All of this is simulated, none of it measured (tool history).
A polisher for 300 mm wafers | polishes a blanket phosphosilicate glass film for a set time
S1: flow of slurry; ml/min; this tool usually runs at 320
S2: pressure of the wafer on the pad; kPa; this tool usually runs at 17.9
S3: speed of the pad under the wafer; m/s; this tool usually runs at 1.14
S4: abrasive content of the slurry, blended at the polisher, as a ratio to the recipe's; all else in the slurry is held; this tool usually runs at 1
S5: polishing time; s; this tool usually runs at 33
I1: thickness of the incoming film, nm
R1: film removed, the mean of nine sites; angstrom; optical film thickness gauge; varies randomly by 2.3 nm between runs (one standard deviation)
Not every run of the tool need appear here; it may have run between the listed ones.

run     day   S1    S2    S3    S4  S5      I1    R1
  1       0  320  17.9  1.14     1  33  2788.3  2402
  2   0.933  320  17.9  1.14     1  33  2885.3  2416
  3   3.608  320  17.9  1.14     1  33    2832  2337
  4   4.642  320  17.9  1.14     1  33  2875.3  2323
  5   5.346  320  17.9  1.14     1  33  2902.3  2306
  6   6.467  320  17.9  1.14     1  33  2808.9  2223
  7    7.05  350  17.9  1.14  1.25  33  2853.5  2372
      7.188  -- slurry nozzle cleaned
      7.462  -- worn pad replaced by a new one
      7.904  -- head pressure recalibrated
      7.921  -- slurry blender recalibrated
  8   7.975  320  15.2     1  0.85  33  2835.5  1760
      8.333  -- conditioning disc replaced and pad reconditioned
  9   8.996  320  12.4  0.84     1  41    2832  1601
 10   9.846  320  17.9  0.74     1  33  2854.3  1696
 11  10.688  320  12.4  0.98     1  33  2879.7  1440
 12  11.438  405  22.1  1.38     1  33  2838.9  3467
 13  12.446  320  17.9  1.28     1  27  2855.8  2121
 14  13.725  415  17.9  1.14     1  33  2854.8  2377
 15  15.154  320  17.9  1.14     1  33  2819.6  2194
     16.308  -- slurry blender recalibrated
 16  16.508  320  17.9  1.14     1  28  2821.7  2055
      16.85  -- worn pad replaced by a new one
 17  17.838  320  15.9  1.14     1  33  2866.6  2131
 18  18.758  320  17.9  1.14     1  33    2861  2391
 19  20.038  320  12.4  0.98     1  33  2851.8  1463
 20  20.933  250  17.9  0.94     1  33  2844.4  1967
     21.467  -- conditioning disc replaced and pad reconditioned
 21  21.729  320  17.9  1.14   0.8  33  2907.6  2166
 22  23.033  260  17.9  1.52     1  33    2870  2785
 23  24.533  320  17.9  1.14   0.8  33  2866.3  2026
     25.508  -- slurry blender recalibrated
 24  25.583  320  24.1  1.14   0.9  33  2796.3  3174
     25.679  -- slurry nozzle cleaned
     26.375  -- worn pad replaced by a new one
 25    26.9  320  17.9  1.14     1  33  2831.7  2397

What if the next run were any one of these 4? Each begins from the tool's condition after run 25:
  A  26.917  320  21.4  1.14     1  33  2897.9   ?
  B  26.917  320  17.9  1.32     1  33  2897.9   ?
  C  26.917  320  17.9  1.14  0.75  25  2897.9   ?
  D  26.917  320  17.9  1.14     1  23  2897.9   ?

run    R1
  A  2896
  B  2731
  C  1691
  D  1693
With no hidden state in the tool, these same runs would have given:
run    R1
  A  2919
  B  2753
  C  1706
  D  1706

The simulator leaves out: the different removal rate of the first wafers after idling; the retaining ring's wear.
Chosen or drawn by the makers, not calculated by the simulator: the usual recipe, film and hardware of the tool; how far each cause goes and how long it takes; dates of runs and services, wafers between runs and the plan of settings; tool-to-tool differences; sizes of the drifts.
